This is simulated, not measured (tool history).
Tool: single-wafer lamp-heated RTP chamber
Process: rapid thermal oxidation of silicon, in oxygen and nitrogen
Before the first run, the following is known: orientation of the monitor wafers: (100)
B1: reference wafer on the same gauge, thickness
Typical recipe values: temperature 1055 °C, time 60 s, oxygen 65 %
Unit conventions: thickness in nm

run 1 day=0 | temperature=1049 time=60 oxygen=65 | B1=6.297 | thickness=6.925
run 2 day=1.908 | temperature=1049 time=60 oxygen=65 | B1=6.298 | thickness=6.919
run 3 day=4.608 | temperature=1049 time=60 oxygen=65 | B1=6.296 | thickness=6.943
run 4 day=6.308 | temperature=1055 time=60 oxygen=65 | B1=6.3 | thickness=7.22
run 5 day=19.183 | temperature=1055 time=60 oxygen=65 | B1=6.302 | thickness=7.453
-- day=20.179 pyrometer window cleaned and pyrometer calibrated
run 6 day=22.258 | temperature=1055 time=60 oxygen=65 | B1=6.302 | thickness=7.19
run 7 day=24.508 | temperature=1055 time=60 oxygen=65 | B1=6.306 | thickness=7.196
run 8 day=26.125 | temperature=1055 time=60 oxygen=65 | B1=6.3 | thickness=7.203
-- day=26.817 oxygen flow controller replaced
run 9 day=29.121 | temperature=1055 time=60 oxygen=65 | B1=6.301 | thickness=7.268
run 10 day=32.483 | temperature=1055 time=60 oxygen=65 | B1=6.301 | thickness=7.292
run 11 day=36.338 | temperature=1055 time=60 oxygen=65 | B1=6.299 | thickness=7.372
-- day=37.617 pyrometer window cleaned and pyrometer calibrated
run 12 day=39.192 | temperature=1041 time=60 oxygen=65 | B1=6.295 | thickness=6.578
run 13 day=40.85 | temperature=1042 time=75 oxygen=65 | B1=6.301 | thickness=7.314
run 14 day=45.162 | temperature=1055 time=60 oxygen=65 | B1=6.297 | thickness=7.216
run 15 day=48.158 | temperature=1043 time=60 oxygen=65 | B1=6.3 | thickness=6.715
run 16 day=50.017 | temperature=1055 time=71 oxygen=65 | B1=6.298 | thickness=7.885
-- day=51.979 gauge calibrated
run 17 day=53.571 | temperature=1055 time=60 oxygen=35 | B1=6.305 | thickness=5.913
-- day=54.717 pyrometer window cleaned and pyrometer calibrated
run 18 day=57.746 | temperature=1063 time=52 oxygen=57 | B1=6.305 | thickness=6.88
run 19 day=60.738 | temperature=1066 time=76 oxygen=35 | B1=6.298 | thickness=6.999
run 20 day=64.421 | temperature=1055 time=60 oxygen=65 | B1=6.302 | thickness=7.28
run 21 day=68.517 | temperature=1055 time=86 oxygen=65 | B1=6.3 | thickness=8.629

Pick out some run-to-run changes in thickness. Of each, how much would a tool without hidden state show as well, from the settings, what came in and chance, and how much is left for the hidden state and any gauge scatter not in both results compared?
Hidden state at play: true wafer temperature minus pyrometer reading, K; deviation of the oxygen flow from its setpoint, %; gauge reads high (%).
Run 4 -> 5: no setting changed, nothing entered. thickness +0.233 nm: hidden state +0.196, all else +0.037.
Run 5 -> 6: pyrometer window cleaned and pyrometer calibrated. thickness -0.263 nm: hidden state -0.229, all else -0.034.
Run 16 -> 17: time 71 -> 60, oxygen 65 -> 35, gauge calibrated. thickness -1.972 nm: hidden state +0.009, all else -1.981.
Run 20 -> 21: time 60 -> 86. thickness +1.349 nm: hidden state +0.081, all else +1.268.

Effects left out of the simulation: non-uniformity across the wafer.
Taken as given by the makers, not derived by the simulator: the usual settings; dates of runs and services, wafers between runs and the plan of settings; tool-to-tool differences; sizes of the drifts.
